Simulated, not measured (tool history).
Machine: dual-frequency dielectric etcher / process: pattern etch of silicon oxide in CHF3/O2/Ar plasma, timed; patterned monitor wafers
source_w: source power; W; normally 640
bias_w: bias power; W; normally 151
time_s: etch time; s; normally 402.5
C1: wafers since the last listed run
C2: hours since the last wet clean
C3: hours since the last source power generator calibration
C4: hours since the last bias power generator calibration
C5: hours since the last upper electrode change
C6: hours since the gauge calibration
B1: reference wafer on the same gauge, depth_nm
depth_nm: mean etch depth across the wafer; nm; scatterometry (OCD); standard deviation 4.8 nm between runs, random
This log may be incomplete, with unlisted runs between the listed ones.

Run 1, hour 0: usual settings; C1 0; C2 212.5; C3 3995.4; C4 2238.5; C5 5237.5; C6 399.5; B1 819.5. Result: depth_nm 718.3 nm.
Run 2, hour 16.4: usual settings; C1 56; C2 228.9; C3 4011.8; C4 2254.9; C5 5253.9; C6 415.9; B1 820.6. Result: depth_nm 723.7 nm.
Run 3, hour 33.7: usual settings; C1 59; C2 246.2; C3 4029.1; C4 2272.2; C5 5271.2; C6 433.2; B1 821.4. Result: depth_nm 726.4 nm.
Run 4, hour 43.6: usual settings; C1 33; C2 256.1; C3 4039; C4 2282.1; C5 5281.1; C6 443.1; B1 820.5. Result: depth_nm 725.6 nm.
Run 5, hour 54.1: usual settings; C1 36; C2 266.6; C3 4049.5; C4 2292.6; C5 5291.6; C6 453.6; B1 819.2. Result: depth_nm 727.7 nm.
At hour 61.6: source power generator calibrated.
Run 6, hour 67.4: usual settings but bias_w 187 W, time_s 365.5 s; C1 31; C2 279.9; C3 5.8; C4 2305.9; C5 5304.9; C6 466.9; B1 819.7. Result: depth_nm 707.4 nm.
Run 7, hour 75.5: usual settings but bias_w 123 W, time_s 523 s; C1 27; C2 288; C3 13.9; C4 2314; C5 5313; C6 475; B1 817.5. Result: depth_nm 879.4 nm.
Run 8, hour 81.6: usual settings; C1 20; C2 294.1; C3 20; C4 2320.1; C5 5319.1; C6 481.1; B1 818.4. Result: depth_nm 722.1 nm.
Run 9, hour 91.6: usual settings; C1 34; C2 304.1; C3 30; C4 2330.1; C5 5329.1; C6 491.1; B1 819.6. Result: depth_nm 726.3 nm.
At hour 107.7: bias power generator calibrated.
Run 10, hour 108.2: usual settings but source_w 580 W, bias_w 116 W, time_s 523.5 s; C1 43; C2 320.7; C3 46.6; C4 0.5; C5 5345.7; C6 507.7; B1 819.9. Result: depth_nm 843.9 nm.
Run 11, hour 122.3: usual settings but bias_w 185 W, time_s 496 s; C1 48; C2 334.8; C3 60.7; C4 14.6; C5 5359.8; C6 521.8; B1 819.6. Result: depth_nm 948.2 nm.
Run 12, hour 140.3: usual settings but source_w 590 W, time_s 289 s; C1 61; C2 352.8; C3 78.7; C4 32.6; C5 5377.8; C6 539.8; B1 821.2. Result: depth_nm 509.1 nm.
Run 13, hour 155.4: usual settings but time_s 358 s; C1 51; C2 367.9; C3 93.8; C4 47.7; C5 5392.9; C6 554.9; B1 821.6. Result: depth_nm 636.2 nm.
At hour 184.2: wet clean of the chamber.
Run 14, hour 184.7: usual settings but source_w 520 W; C1 18; C2 0.5; C3 123.1; C4 77; C5 5422.2; C6 584.2; B1 820.1. Result: depth_nm 672 nm.
Run 15, hour 185.1: usual settings; C1 1; C2 0.9; C3 123.5; C4 77.4; C5 5422.6; C6 584.6; B1 819. Result: depth_nm 723.5 nm.
Run 16, hour 185.5: usual settings but bias_w 185 W, time_s 341 s; C1 1; C2 1.3; C3 123.9; C4 77.8; C5 5423; C6 585; B1 818.7. Result: depth_nm 650 nm.
Run 17, hour 202.7: usual settings but source_w 590 W, time_s 289 s; C1 59; C2 18.5; C3 141.1; C4 95; C5 5440.2; C6 602.2; B1 819.4. Result: depth_nm 509.7 nm.
At hour 234.3: upper electrode replaced.
Run 18, hour 234.8: usual settings; C1 27; C2 50.6; C3 173.2; C4 127.1; C5 0.5; C6 634.3; B1 821.6. Result: depth_nm 723.5 nm.
Run 19, hour 255.1: usual settings but source_w 690 W; C1 69; C2 70.9; C3 193.5; C4 147.4; C5 20.8; C6 654.6; B1 819.2. Result: depth_nm 734.6 nm.
At hour 258.8: gauge calibrated.
Run 20, hour 265.7: usual settings but bias_w 166 W; C1 36; C2 81.5; C3 204.1; C4 158; C5 31.4; C6 6.9; B1 821.2. Result: depth_nm 745.9 nm.
Run 21, hour 279.4: usual settings but source_w 730 W; C1 47; C2 95.2; C3 217.8; C4 171.7; C5 45.1; C6 20.6; B1 820.7. Result: depth_nm 757.9 nm.
Run 22, hour 288.3: usual settings but source_w 510 W, bias_w 140 W, time_s 322.5 s; C1 30; C2 104.1; C3 226.7; C4 180.6; C5 54; C6 29.5; B1 819.7. Result: depth_nm 532.7 nm.
Run 23, hour 332.4: usual settings; C1 151; C2 148.2; C3 270.8; C4 224.7; C5 98.1; C6 73.6; B1 819.3. Result: depth_nm 725 nm.
Run 24, hour 339.1: usual settings but bias_w 169 W, time_s 506.5 s; C1 22; C2 154.9; C3 277.5; C4 231.4; C5 104.8; C6 80.3; B1 819.9. Result: depth_nm 940.5 nm.
Run 25, hour 348.8: usual settings but source_w 720 W, bias_w 125 W; C1 33; C2 164.6; C3 287.2; C4 241.1; C5 114.5; C6 90; B1 820.6. Result: depth_nm 718.9 nm.
Run 26, hour 363.3: usual settings but source_w 560 W, bias_w 140 W, time_s 353.5 s; C1 49; C2 179.1; C3 301.7; C4 255.6; C5 129; C6 104.5; B1 820.5. Result: depth_nm 597.3 nm.
Run 27, hour 413.9: usual settings but bias_w 174 W; C1 173; C2 229.7; C3 352.3; C4 306.2; C5 179.6; C6 155.1; B1 819.4. Result: depth_nm 747.4 nm.
Run 28, hour 430.1: usual settings but source_w 750 W, bias_w 185 W; C1 55; C2 245.9; C3 368.5; C4 322.4; C5 195.8; C6 171.3; B1 820.3. Result: depth_nm 805.2 nm.
Run 29, hour 442: usual settings but source_w 790 W, bias_w 179 W; C1 40; C2 257.8; C3 380.4; C4 334.3; C5 207.7; C6 183.2; B1 819.9. Result: depth_nm 816.5 nm.

Alternative continuations, all from the tool just after run 29; predict every row:
Run A, hour 442.5: usual settings; C1 1; C2 258.3; C3 380.9; C4 334.8; C5 208.2; C6 183.7; B1 ?. Result: depth_nm ?.
Run B, hour 442.5: usual settings but bias_w 140 W; C1 1; C2 258.3; C3 380.9; C4 334.8; C5 208.2; C6 183.7; B1 ?. Result: depth_nm ?.
Run C, hour 442.5: usual settings but source_w 690 W, bias_w 173 W, time_s 366.5 s; C1 1; C2 258.3; C3 380.9; C4 334.8; C5 208.2; C6 183.7; B1 ?. Result: depth_nm ?.
Run D, hour 442.5: usual settings but source_w 690 W, time_s 517.5 s; C1 1; C2 258.3; C3 380.9; C4 334.8; C5 208.2; C6 183.7; B1 ?. Result: depth_nm ?.
Run E, hour 442.5: usual settings but bias_w 129 W; C1 1; C2 258.3; C3 380.9; C4 334.8; C5 208.2; C6 183.7; B1 ?. Result: depth_nm ?.

run     B1  depth_nm
  A  819.7     722.3
  B  819.7     706.6
  C  819.7     701.5
  D  819.7     951.3
  E  819.7     690.5
With no hidden state in the tool, these same runs would have given:
run  depth_nm
  A     722.3
  B     706.6
  C     701.5
  D     951.3
  E     690.5
